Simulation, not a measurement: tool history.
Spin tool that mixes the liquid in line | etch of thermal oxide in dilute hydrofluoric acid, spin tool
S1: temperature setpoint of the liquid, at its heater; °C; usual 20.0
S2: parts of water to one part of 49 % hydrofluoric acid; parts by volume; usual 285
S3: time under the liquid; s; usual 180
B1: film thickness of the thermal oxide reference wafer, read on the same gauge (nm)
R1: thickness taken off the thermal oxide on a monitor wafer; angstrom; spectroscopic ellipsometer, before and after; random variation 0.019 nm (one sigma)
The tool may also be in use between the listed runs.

{"run": 1, "hour": 0.0, "S1": 20.0, "S2": 285, "S3": 180, "B1": 99.974, "R1": 17.07}
{"run": 2, "hour": 15.3, "S1": 20.0, "S2": 200, "S3": 180, "B1": 100.048, "R1": 26.95}
{"run": 3, "hour": 22.1, "S1": 20.0, "S2": 285, "S3": 180, "B1": 99.976, "R1": 16.92}
{"run": 4, "hour": 53.9, "S1": 20.0, "S2": 285, "S3": 180, "B1": 100.002, "R1": 17.05}
{"run": 5, "hour": 68.3, "S1": 20.0, "S2": 285, "S3": 180, "B1": 99.954, "R1": 16.91}
{"run": 6, "hour": 77.8, "S1": 20.0, "S2": 285, "S3": 180, "B1": 100.005, "R1": 16.64}
{"run": 7, "hour": 90.3, "S1": 20.0, "S2": 285, "S3": 180, "B1": 99.975, "R1": 16.65}
{"run": 8, "hour": 99.8, "S1": 17.5, "S2": 255, "S3": 180, "B1": 99.99, "R1": 17.47}
{"hour": 101.7, "done": "thermometer replaced"}
{"run": 9, "hour": 112.5, "S1": 17.5, "S2": 255, "S3": 180, "B1": 99.992, "R1": 17.6}
{"run": 10, "hour": 122.8, "S1": 20.0, "S2": 285, "S3": 180, "B1": 99.992, "R1": 16.47}
{"run": 11, "hour": 138.0, "S1": 20.0, "S2": 285, "S3": 180, "B1": 99.978, "R1": 16.74}
{"run": 12, "hour": 148.0, "S1": 20.0, "S2": 285, "S3": 180, "B1": 99.987, "R1": 16.5}
{"run": 13, "hour": 162.2, "S1": 20.0, "S2": 285, "S3": 180, "B1": 100.015, "R1": 16.52}
{"run": 14, "hour": 170.3, "S1": 17.5, "S2": 285, "S3": 275, "B1": 99.996, "R1": 23.34}
{"run": 15, "hour": 183.9, "S1": 18.5, "S2": 410, "S3": 220, "B1": 100.005, "R1": 11.76}
{"run": 16, "hour": 196.0, "S1": 17.0, "S2": 355, "S3": 240, "B1": 99.979, "R1": 14.67}
{"run": 17, "hour": 203.8, "S1": 22.0, "S2": 285, "S3": 180, "B1": 100.022, "R1": 17.56}
{"hour": 215.4, "done": "hydrofluoric acid flow meter replaced"}
{"run": 18, "hour": 220.0, "S1": 20.0, "S2": 285, "S3": 180, "B1": 100.005, "R1": 20.38}
{"hour": 222.2, "done": "gauge calibrated"}
{"run": 19, "hour": 231.5, "S1": 17.0, "S2": 285, "S3": 180, "B1": 100.022, "R1": 18.06}
{"run": 20, "hour": 247.4, "S1": 20.0, "S2": 285, "S3": 220, "B1": 99.984, "R1": 24.57}
{"run": 21, "hour": 256.5, "S1": 20.0, "S2": 285, "S3": 285, "B1": 99.976, "R1": 31.54}
{"run": 22, "hour": 264.8, "S1": 20.0, "S2": 285, "S3": 180, "B1": 99.999, "R1": 19.83}
{"run": 23, "hour": 280.7, "S1": 17.0, "S2": 195, "S3": 95, "B1": 99.976, "R1": 14.62}
{"run": 24, "hour": 286.9, "S1": 23.5, "S2": 415, "S3": 75, "B1": 100.005, "R1": 5.76}
{"run": 25, "hour": 299.2, "S1": 18.5, "S2": 420, "S3": 215, "B1": 100.003, "R1": 13.51}
{"run": 26, "hour": 306.9, "S1": 17.0, "S2": 225, "S3": 255, "B1": 99.978, "R1": 33.88}

3 ways to go on from here, each from the tool as it stands after run 26. What would each give?
{"run": "A", "hour": 307.4, "S1": 20.0, "S2": 285, "S3": 140, "B1": "?", "R1": "?"}
{"run": "B", "hour": 307.4, "S1": 20.0, "S2": 285, "S3": 100, "B1": "?", "R1": "?"}
{"run": "C", "hour": 307.4, "S1": 20.0, "S2": 285, "S3": 95, "B1": "?", "R1": "?"}

run=A B1=99.995 R1=15.52
run=B B1=99.995 R1=11.09
run=C B1=99.995 R1=10.53
Without the tool's hidden state the same runs would have given:
run=A R1=15.78
run=B R1=11.27
run=C R1=10.71

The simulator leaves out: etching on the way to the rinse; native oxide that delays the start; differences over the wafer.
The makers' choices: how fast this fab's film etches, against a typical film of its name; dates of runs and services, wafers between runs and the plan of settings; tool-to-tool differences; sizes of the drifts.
